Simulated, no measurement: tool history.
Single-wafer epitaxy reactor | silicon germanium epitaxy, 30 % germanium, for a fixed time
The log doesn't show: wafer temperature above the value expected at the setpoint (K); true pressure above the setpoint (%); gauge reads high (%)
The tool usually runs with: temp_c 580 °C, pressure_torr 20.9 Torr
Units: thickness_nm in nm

run     day  temp_c  pressure_torr  wafers since the last listed run  hours since the last pyrometer calibration  hours since the last manometer calibration  hours since the showerhead was replaced  hours since the gauge calibration  read-back reference wafer on the same gauge, thickness_nm  thickness_nm
  1   0.000     580           20.9                                 0                                      1033.3                                      2059.1                                   5989.4                              241.6                                                     37.420        43.447
  2   1.858     580           20.9                               551                                      1077.9                                      2103.7                                   6034.0                              286.2                                                     37.378        43.292
  3   4.158     580           20.9                               682                                      1133.1                                      2158.9                                   6089.2                              341.4                                                     37.393        43.260
  4   6.358     580           20.9                               653                                      1185.9                                      2211.7                                   6142.0                              394.2                                                     37.417        43.186
      7.742  -- showerhead replaced
  5   7.762     580           20.9                               317                                      1219.6                                      2245.4                                      0.5                              427.9                                                     37.404        43.394
      9.488  -- gauge calibrated
  6   9.854     580           20.9                               620                                      1269.8                                      2295.6                                     50.7                                8.8                                                     37.394        43.486
  7  11.083     573           24.6                               364                                      1299.3                                      2325.1                                     80.2                               38.3                                                     37.411        41.367
  8  12.633     580           20.9                               460                                      1336.5                                      2362.3                                    117.4                               75.5                                                     37.386        43.345
     15.408  -- pyrometer calibrated
  9  15.429     565           17.3                               730                                         0.5                                      2429.4                                    184.5                              142.6                                                     37.388        28.384
     18.267  -- capacitance manometer re-zeroed and calibrated
 10  18.288     591           19.0                               749                                        69.1                                         0.5                                    253.1                              211.2                                                     37.380        49.665
 11  18.988     580           20.9                               207                                        85.9                                        17.3                                    269.9                              228.0                                                     37.418        42.091
 12  20.212     589           18.2                               363                                       115.3                                        46.7                                    299.3                              257.4                                                     37.406        46.201
 13  22.662     573           24.6                               727                                       174.1                                       105.5                                    358.1                              316.2                                                     37.400        40.144
 14  24.383     567           25.2                               510                                       215.4                                       146.8                                    399.4                              357.5                                                     37.415        35.557

For each run, the measured value with the value that run would have given without the tool's hidden condition subtracted. The run-to-run variation is shared by both, the gauge scatter possibly not:
run  thickness_nm
  1        +0.319
  2        +0.302
  3        +0.285
  4        +0.271
  5        +0.264
  6        +0.254
  7        +0.197
  8        +0.241
  9        +1.315
 10        -1.165
 11        -1.032
 12        -1.149
 13        -1.098
 14        -1.023
